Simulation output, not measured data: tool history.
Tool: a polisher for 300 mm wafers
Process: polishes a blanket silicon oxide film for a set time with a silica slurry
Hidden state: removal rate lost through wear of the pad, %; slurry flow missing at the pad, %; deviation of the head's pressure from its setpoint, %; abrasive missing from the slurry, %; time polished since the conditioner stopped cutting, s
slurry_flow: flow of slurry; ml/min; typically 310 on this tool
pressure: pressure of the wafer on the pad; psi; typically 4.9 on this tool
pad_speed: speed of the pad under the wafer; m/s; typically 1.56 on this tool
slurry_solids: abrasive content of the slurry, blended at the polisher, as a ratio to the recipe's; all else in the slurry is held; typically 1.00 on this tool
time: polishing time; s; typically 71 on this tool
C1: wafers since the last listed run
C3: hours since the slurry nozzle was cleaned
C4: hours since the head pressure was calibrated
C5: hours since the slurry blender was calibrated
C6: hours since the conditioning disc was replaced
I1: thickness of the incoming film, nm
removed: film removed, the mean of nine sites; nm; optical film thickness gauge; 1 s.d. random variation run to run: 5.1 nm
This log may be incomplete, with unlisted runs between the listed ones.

run 1 hour=0.0 | slurry_flow=310 pressure=4.9 pad_speed=1.56 slurry_solids=1.00 time=61 | C1=0 wafers_polished_on_this_pad=1329 C3=30.8 C4=187.4 C5=40.6 C6=122.0 | I1=1451.3 | removed=356.4
run 2 hour=171.1 | slurry_flow=310 pressure=4.9 pad_speed=1.56 slurry_solids=1.00 time=62 | C1=2243 wafers_polished_on_this_pad=3572 C3=201.9 C4=358.5 C5=211.7 C6=293.1 | I1=1449.1 | removed=341.8
run 3 hour=326.7 | slurry_flow=310 pressure=4.9 pad_speed=1.56 slurry_solids=1.00 time=62 | C1=2040 wafers_polished_on_this_pad=5612 C3=357.5 C4=514.1 C5=367.3 C6=448.7 | I1=1456.5 | removed=318.6
-- hour=334.3 worn pad replaced by a new one
run 4 hour=350.8 | slurry_flow=310 pressure=4.9 pad_speed=1.56 slurry_solids=1.00 time=71 | C1=263 wafers_polished_on_this_pad=216 C3=381.6 C4=538.2 C5=391.4 C6=472.8 | I1=1477.3 | removed=359.2
run 5 hour=395.3 | slurry_flow=310 pressure=6.4 pad_speed=1.56 slurry_solids=1.00 time=71 | C1=583 wafers_polished_on_this_pad=799 C3=426.1 C4=582.7 C5=435.9 C6=517.3 | I1=1479.9 | removed=427.4
-- hour=420.2 conditioning disc replaced and pad reconditioned
run 6 hour=462.5 | slurry_flow=310 pressure=3.9 pad_speed=1.40 slurry_solids=1.25 time=71 | C1=854 wafers_polished_on_this_pad=1654 C3=493.3 C4=649.9 C5=503.1 C6=42.3 | I1=1450.2 | removed=302.4
-- hour=472.2 slurry blender recalibrated
run 7 hour=528.6 | slurry_flow=310 pressure=3.9 pad_speed=1.56 slurry_solids=1.00 time=71 | C1=840 wafers_polished_on_this_pad=2495 C3=559.4 C4=716.0 C5=56.4 C6=108.4 | I1=1454.4 | removed=347.3
-- hour=532.2 slurry nozzle cleaned
run 8 hour=579.1 | slurry_flow=310 pressure=4.9 pad_speed=1.56 slurry_solids=1.00 time=71 | C1=648 wafers_polished_on_this_pad=3144 C3=46.9 C4=766.5 C5=106.9 C6=158.9 | I1=1466.1 | removed=404.5
run 9 hour=616.1 | slurry_flow=310 pressure=4.9 pad_speed=1.56 slurry_solids=1.00 time=71 | C1=485 wafers_polished_on_this_pad=3629 C3=83.9 C4=803.5 C5=143.9 C6=195.9 | I1=1456.4 | removed=411.0
run 10 hour=672.6 | slurry_flow=310 pressure=4.9 pad_speed=1.56 slurry_solids=0.85 time=62 | C1=740 wafers_polished_on_this_pad=4369 C3=140.4 C4=860.0 C5=200.4 C6=252.4 | I1=1430.9 | removed=332.6
run 11 hour=705.9 | slurry_flow=355 pressure=4.9 pad_speed=1.56 slurry_solids=1.00 time=71 | C1=436 wafers_polished_on_this_pad=4806 C3=173.7 C4=893.3 C5=233.7 C6=285.7 | I1=1467.4 | removed=394.6
run 12 hour=745.1 | slurry_flow=350 pressure=4.9 pad_speed=1.56 slurry_solids=1.15 time=57 | C1=513 wafers_polished_on_this_pad=5320 C3=212.9 C4=932.5 C5=272.9 C6=324.9 | I1=1463.6 | removed=328.2
run 13 hour=773.3 | slurry_flow=310 pressure=4.9 pad_speed=1.56 slurry_solids=1.00 time=71 | C1=369 wafers_polished_on_this_pad=5690 C3=241.1 C4=960.7 C5=301.1 C6=353.1 | I1=1451.5 | removed=389.1
-- hour=779.8 head pressure recalibrated
-- hour=796.7 worn pad replaced by a new one
run 14 hour=813.4 | slurry_flow=310 pressure=4.9 pad_speed=1.32 slurry_solids=1.00 time=71 | C1=447 wafers_polished_on_this_pad=218 C3=281.2 C4=33.6 C5=341.2 C6=393.2 | I1=1450.1 | removed=339.2
run 15 hour=848.7 | slurry_flow=310 pressure=4.9 pad_speed=1.08 slurry_solids=1.00 time=53 | C1=462 wafers_polished_on_this_pad=681 C3=316.5 C4=68.9 C5=376.5 C6=428.5 | I1=1479.7 | removed=220.1
run 16 hour=918.9 | slurry_flow=355 pressure=6.1 pad_speed=1.56 slurry_solids=1.20 time=71 | C1=920 wafers_polished_on_this_pad=1602 C3=386.7 C4=139.1 C5=446.7 C6=498.7 | I1=1422.2 | removed=451.7
-- hour=930.7 conditioning disc replaced and pad reconditioned
run 17 hour=978.0 | slurry_flow=310 pressure=4.9 pad_speed=1.56 slurry_solids=1.00 time=71 | C1=748 wafers_polished_on_this_pad=2350 C3=445.8 C4=198.2 C5=505.8 C6=47.3 | I1=1472.4 | removed=374.5
-- hour=1025.3 slurry blender recalibrated
-- hour=1043.2 slurry nozzle cleaned
run 18 hour=1047.8 | slurry_flow=310 pressure=3.6 pad_speed=1.56 slurry_solids=1.10 time=71 | C1=875 wafers_polished_on_this_pad=3226 C3=4.6 C4=268.0 C5=22.5 C6=117.1 | I1=1454.9 | removed=336.6
run 19 hour=1097.0 | slurry_flow=310 pressure=4.9 pad_speed=1.56 slurry_solids=1.00 time=71 | C1=645 wafers_polished_on_this_pad=3871 C3=53.8 C4=317.2 C5=71.7 C6=166.3 | I1=1463.7 | removed=421.8
run 20 hour=1148.7 | slurry_flow=400 pressure=3.3 pad_speed=1.38 slurry_solids=1.20 time=71 | C1=677 wafers_polished_on_this_pad=4549 C3=105.5 C4=368.9 C5=123.4 C6=218.0 | I1=1451.6 | removed=292.7
run 21 hour=1173.0 | slurry_flow=350 pressure=4.9 pad_speed=1.56 slurry_solids=1.00 time=71 | C1=318 wafers_polished_on_this_pad=4867 C3=129.8 C4=393.2 C5=147.7 C6=242.3 | I1=1431.0 | removed=414.8
run 22 hour=1244.8 | slurry_flow=265 pressure=4.9 pad_speed=1.56 slurry_solids=1.25 time=71 | C1=941 wafers_polished_on_this_pad=5809 C3=201.6 C4=465.0 C5=219.5 C6=314.1 | I1=1452.1 | removed=416.2
-- hour=1257.0 worn pad replaced by a new one
run 23 hour=1292.9 | slurry_flow=310 pressure=4.9 pad_speed=1.56 slurry_solids=0.80 time=71 | C1=578 wafers_polished_on_this_pad=470 C3=249.7 C4=513.1 C5=267.6 C6=362.2 | I1=1446.5 | removed=362.6
run 24 hour=1324.8 | slurry_flow=265 pressure=6.4 pad_speed=1.26 slurry_solids=1.00 time=82 | C1=418 wafers_polished_on_this_pad=888 C3=281.6 C4=545.0 C5=299.5 C6=394.1 | I1=1452.2 | removed=475.3
run 25 hour=1367.6 | slurry_flow=310 pressure=4.9 pad_speed=1.56 slurry_solids=1.00 time=71 | C1=561 wafers_polished_on_this_pad=1449 C3=324.4 C4=587.8 C5=342.3 C6=436.9 | I1=1440.8 | removed=373.6
run 26 hour=1397.6 | slurry_flow=310 pressure=4.9 pad_speed=1.56 slurry_solids=1.00 time=82 | C1=393 wafers_polished_on_this_pad=1843 C3=354.4 C4=617.8 C5=372.3 C6=466.9 | I1=1440.5 | removed=427.6

Here are 3 independent what-if runs from the current tool condition. What would each one return?
run A hour=1398.0 | slurry_flow=310 pressure=4.9 pad_speed=1.56 slurry_solids=1.00 time=78 | C1=5 wafers_polished_on_this_pad=1848 C3=354.8 C4=618.2 C5=372.7 C6=467.3 | I1=1445.7 | removed=?
run B hour=1398.0 | slurry_flow=340 pressure=4.9 pad_speed=1.56 slurry_solids=1.00 time=63 | C1=5 wafers_polished_on_this_pad=1848 C3=354.8 C4=618.2 C5=372.7 C6=467.3 | I1=1445.7 | removed=?
run C hour=1398.0 | slurry_flow=310 pressure=3.9 pad_speed=1.12 slurry_solids=1.25 time=51 | C1=5 wafers_polished_on_this_pad=1848 C3=354.8 C4=618.2 C5=372.7 C6=467.3 | I1=1445.7 | removed=?

run=A removed=409.8
run=B removed=332.6
run=C removed=195.1
Stripped of hidden state, with their random variation kept, the same runs would have yielded:
run=A removed=474.7
run=B removed=385.2
run=C removed=218.9

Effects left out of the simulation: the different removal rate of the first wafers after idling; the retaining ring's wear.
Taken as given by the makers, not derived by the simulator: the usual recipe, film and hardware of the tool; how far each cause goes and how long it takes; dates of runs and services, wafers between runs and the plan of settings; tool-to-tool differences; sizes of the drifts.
